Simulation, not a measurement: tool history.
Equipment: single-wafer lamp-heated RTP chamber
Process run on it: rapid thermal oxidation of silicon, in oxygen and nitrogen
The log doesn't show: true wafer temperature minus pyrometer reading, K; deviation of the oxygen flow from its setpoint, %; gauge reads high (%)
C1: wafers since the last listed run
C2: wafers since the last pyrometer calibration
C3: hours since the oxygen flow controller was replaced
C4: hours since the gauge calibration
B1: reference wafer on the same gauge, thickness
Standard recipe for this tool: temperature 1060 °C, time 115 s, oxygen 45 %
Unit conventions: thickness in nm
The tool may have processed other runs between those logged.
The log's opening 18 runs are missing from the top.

run 19 hour=244.7 | temperature=1060 time=115 oxygen=45 | C1=93 C2=367 C3=84.4 C4=394.9 | B1=8.401 | thickness=9.427
run 20 hour=252.0 | temperature=1060 time=115 oxygen=45 | C1=80 C2=447 C3=91.7 C4=402.2 | B1=8.394 | thickness=9.473
run 21 hour=262.8 | temperature=1060 time=115 oxygen=18 | C1=119 C2=567 C3=102.5 C4=413.0 | B1=8.404 | thickness=6.818
run 22 hour=273.5 | temperature=1060 time=115 oxygen=45 | C1=118 C2=686 C3=113.2 C4=423.7 | B1=8.400 | thickness=9.486
-- hour=278.8 gauge calibrated
run 23 hour=292.3 | temperature=1043 time=115 oxygen=45 | C1=208 C2=894 C3=132.0 C4=13.5 | B1=8.402 | thickness=8.432
run 24 hour=304.6 | temperature=1035 time=167 oxygen=58 | C1=136 C2=1031 C3=144.3 C4=25.8 | B1=8.397 | thickness=10.389
run 25 hour=317.3 | temperature=1051 time=130 oxygen=45 | C1=140 C2=1171 C3=157.0 C4=38.5 | B1=8.397 | thickness=9.467
run 26 hour=324.6 | temperature=1073 time=166 oxygen=55 | C1=80 C2=1252 C3=164.3 C4=45.8 | B1=8.400 | thickness=13.150
run 27 hour=338.0 | temperature=1049 time=115 oxygen=45 | C1=148 C2=1401 C3=177.7 C4=59.2 | B1=8.401 | thickness=8.796
run 28 hour=345.6 | temperature=1060 time=115 oxygen=45 | C1=84 C2=1485 C3=185.3 C4=66.8 | B1=8.401 | thickness=9.489
run 29 hour=374.9 | temperature=1039 time=62 oxygen=60 | C1=324 C2=1810 C3=214.6 C4=96.1 | B1=8.398 | thickness=6.907
run 30 hour=386.2 | temperature=1039 time=115 oxygen=37 | C1=125 C2=1935 C3=225.9 C4=107.4 | B1=8.403 | thickness=7.685
run 31 hour=399.8 | temperature=1042 time=140 oxygen=71 | C1=150 C2=2086 C3=239.5 C4=121.0 | B1=8.399 | thickness=10.839
run 32 hour=408.9 | temperature=1089 time=115 oxygen=32 | C1=100 C2=2187 C3=248.6 C4=130.1 | B1=8.401 | thickness=10.166
run 33 hour=422.4 | temperature=1060 time=115 oxygen=45 | C1=149 C2=2336 C3=262.1 C4=143.6 | B1=8.396 | thickness=9.516
run 34 hour=436.1 | temperature=1070 time=115 oxygen=17 | C1=151 C2=2488 C3=275.8 C4=157.3 | B1=8.397 | thickness=7.188
run 35 hour=453.4 | temperature=1049 time=81 oxygen=60 | C1=191 C2=2680 C3=293.1 C4=174.6 | B1=8.403 | thickness=8.360
run 36 hour=469.4 | temperature=1038 time=83 oxygen=63 | C1=177 C2=2857 C3=309.1 C4=190.6 | B1=8.401 | thickness=7.947
run 37 hour=477.3 | temperature=1049 time=115 oxygen=29 | C1=87 C2=2945 C3=317.0 C4=198.5 | B1=8.402 | thickness=7.558
run 38 hour=487.1 | temperature=1034 time=115 oxygen=45 | C1=108 C2=3053 C3=326.8 C4=208.3 | B1=8.401 | thickness=7.934

4 ways to go on from here, each from the tool as it stands after run 38. What would each give?
run A hour=487.5 | temperature=1033 time=115 oxygen=45 | C1=4 C2=3058 C3=327.2 C4=208.7 | B1=? | thickness=?
run B hour=487.5 | temperature=1047 time=140 oxygen=45 | C1=4 C2=3058 C3=327.2 C4=208.7 | B1=? | thickness=?
run C hour=487.5 | temperature=1050 time=68 oxygen=45 | C1=4 C2=3058 C3=327.2 C4=208.7 | B1=? | thickness=?
run D hour=487.5 | temperature=1060 time=82 oxygen=45 | C1=4 C2=3058 C3=327.2 C4=208.7 | B1=? | thickness=?

run=A B1=8.402 thickness=7.888
run=B B1=8.402 thickness=9.508
run=C B1=8.402 thickness=7.010
run=D B1=8.402 thickness=8.149
Without the tool's unlogged condition, the same runs would have read:
run=A thickness=7.804
run=B thickness=9.408
run=C thickness=6.937
run=D thickness=8.066
